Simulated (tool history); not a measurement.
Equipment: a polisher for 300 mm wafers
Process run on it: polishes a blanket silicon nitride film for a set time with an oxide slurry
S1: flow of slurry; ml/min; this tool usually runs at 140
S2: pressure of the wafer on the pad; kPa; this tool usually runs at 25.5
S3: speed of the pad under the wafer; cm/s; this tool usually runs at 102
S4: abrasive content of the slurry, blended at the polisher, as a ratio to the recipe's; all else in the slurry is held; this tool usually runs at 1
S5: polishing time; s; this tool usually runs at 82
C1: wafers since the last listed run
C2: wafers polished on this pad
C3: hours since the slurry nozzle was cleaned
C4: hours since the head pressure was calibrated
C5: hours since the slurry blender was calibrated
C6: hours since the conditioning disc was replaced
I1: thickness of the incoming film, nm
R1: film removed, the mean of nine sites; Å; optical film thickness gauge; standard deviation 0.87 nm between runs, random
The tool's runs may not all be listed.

Run 1, day 0: usual settings; C1 0; C2 870; C3 750.9; C4 1060.4; C5 435.7; C6 279.7; I1 513.7. Result: R1 505 Å.
Run 2, day 0.675: usual settings; C1 199; C2 1069; C3 767.1; C4 1076.6; C5 451.9; C6 295.9; I1 514.9. Result: R1 487 Å.
At day 1.229: worn pad replaced by a new one.
Run 3, day 1.25: usual settings; C1 120; C2 6; C3 780.9; C4 1090.4; C5 465.7; C6 309.7; I1 505.5. Result: R1 481 Å.
Run 4, day 2.546: usual settings but S4 0.8; C1 382; C2 388; C3 812; C4 1121.5; C5 496.8; C6 340.8; I1 515.2. Result: R1 415 Å.
At day 2.871: head pressure recalibrated.
Run 5, day 2.938: usual settings but S4 0.8; C1 90; C2 479; C3 821.4; C4 1.6; C5 506.2; C6 350.2; I1 511.6. Result: R1 422 Å.
At day 3.292: slurry nozzle cleaned.
Run 6, day 3.325: usual settings; C1 101; C2 581; C3 0.8; C4 10.9; C5 515.5; C6 359.5; I1 507.2. Result: R1 467 Å.
Run 7, day 3.667: usual settings; C1 100; C2 682; C3 9; C4 19.1; C5 523.7; C6 367.7; I1 507.2. Result: R1 454 Å.
At day 4.412: conditioning disc replaced and pad reconditioned.
Run 8, day 4.433: usual settings but S1 95 ml/min, S3 114 cm/s; C1 201; C2 883; C3 27.4; C4 37.5; C5 542.1; C6 0.5; I1 516.8. Result: R1 461 Å.
At day 5.046: slurry blender recalibrated.
Run 9, day 5.067: usual settings; C1 162; C2 1046; C3 42.6; C4 52.7; C5 0.5; C6 15.7; I1 509.6. Result: R1 573 Å.
At day 5.471: worn pad replaced by a new one, of another model than before.
Run 10, day 5.7: usual settings but S2 29.6 kPa, S3 130 cm/s; C1 137; C2 67; C3 57.8; C4 67.9; C5 15.7; C6 30.9; I1 509.2. Result: R1 770 Å.
Run 11, day 6.175: usual settings but S4 0.8, S5 53 s; C1 140; C2 207; C3 69.2; C4 79.3; C5 27.1; C6 42.3; I1 514.4. Result: R1 336 Å.
Run 12, day 6.742: usual settings but S3 126 cm/s; C1 167; C2 374; C3 82.8; C4 92.9; C5 40.7; C6 55.9; I1 507.7. Result: R1 702 Å.
Run 13, day 7.088: usual settings but S5 54 s; C1 101; C2 476; C3 91.1; C4 101.2; C5 49; C6 64.2; I1 504.7. Result: R1 368 Å.
Run 14, day 7.425: usual settings; C1 99; C2 575; C3 99.2; C4 109.3; C5 57.1; C6 72.3; I1 512.1. Result: R1 558 Å.

Consider 3 possible next runs. They are alternatives, not a sequence: every one starts from the tool as it was left by run 14. What does each give?
Run A, day 7.446: usual settings; C1 6; C2 581; C3 99.7; C4 109.8; C5 57.6; C6 72.8; I1 509.7. Result: R1 ?.
Run B, day 7.446: usual settings but S4 0.9, S5 69 s; C1 6; C2 581; C3 99.7; C4 109.8; C5 57.6; C6 72.8; I1 509.7. Result: R1 ?.
Run C, day 7.446: usual settings but S3 132 cm/s; C1 6; C2 581; C3 99.7; C4 109.8; C5 57.6; C6 72.8; I1 509.7. Result: R1 ?.

run   R1
  A  560
  B  449
  C  715
With no hidden state in the tool, these same runs would have given:
run   R1
  A  580
  B  465
  C  740
